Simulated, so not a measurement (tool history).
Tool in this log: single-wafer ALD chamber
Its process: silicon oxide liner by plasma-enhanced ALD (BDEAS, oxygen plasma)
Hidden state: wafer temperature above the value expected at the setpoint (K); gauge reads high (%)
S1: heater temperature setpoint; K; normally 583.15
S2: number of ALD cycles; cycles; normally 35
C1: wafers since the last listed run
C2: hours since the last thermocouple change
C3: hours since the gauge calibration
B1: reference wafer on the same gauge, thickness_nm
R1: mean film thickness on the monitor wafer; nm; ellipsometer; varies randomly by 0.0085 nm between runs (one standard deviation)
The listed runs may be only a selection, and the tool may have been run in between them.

run    hour      S1  S2    C1      C2      C3     B1     R1
  1     0.0  583.15  35     0   285.0   554.7  3.149  3.415
  2    55.8  583.15  35   361   340.8   610.5  3.151  3.418
  3   126.5  583.15  35   458   411.5   681.2  3.150  3.416
  4   193.3  583.15  35   433   478.3   748.0  3.148  3.405
  5   284.7  583.15  35   592   569.7   839.4  3.150  3.409
  6   371.3  583.15  35   561   656.3   926.0  3.147  3.411
  7   676.3  583.15  35  1977   961.3  1231.0  3.148  3.427
  8   742.2  583.15  35   427  1027.2  1296.9  3.149  3.419
  9   832.0  590.15  35   582  1117.0  1386.7  3.146  3.391
 10   870.9  590.15  35   252  1155.9  1425.6  3.147  3.387
 11   932.9  590.15  35   402  1217.9  1487.6  3.149  3.391
 12  1003.1  589.15  29   455  1288.1  1557.8  3.148  2.819
 13  1071.7  591.15  35   444  1356.7  1626.4  3.150  3.376
 14  1120.8  576.15  41   318  1405.8  1675.5  3.152  4.109
 15  1195.9  569.15  35   486  1480.9  1750.6  3.150  3.590
 16  1288.9  587.15  29   603  1573.9  1843.6  3.148  2.831

Run 17, settings as shown, results not yet in. Your forecast:
 17  1364.9  583.15  35  492  1649.9  1919.6   ?   ?

{"run 17": {"B1": 3.151, "R1": 3.445}}
On a tool with no hidden condition, and with the same random variation, this run would have come out at R1 3.415 nm.

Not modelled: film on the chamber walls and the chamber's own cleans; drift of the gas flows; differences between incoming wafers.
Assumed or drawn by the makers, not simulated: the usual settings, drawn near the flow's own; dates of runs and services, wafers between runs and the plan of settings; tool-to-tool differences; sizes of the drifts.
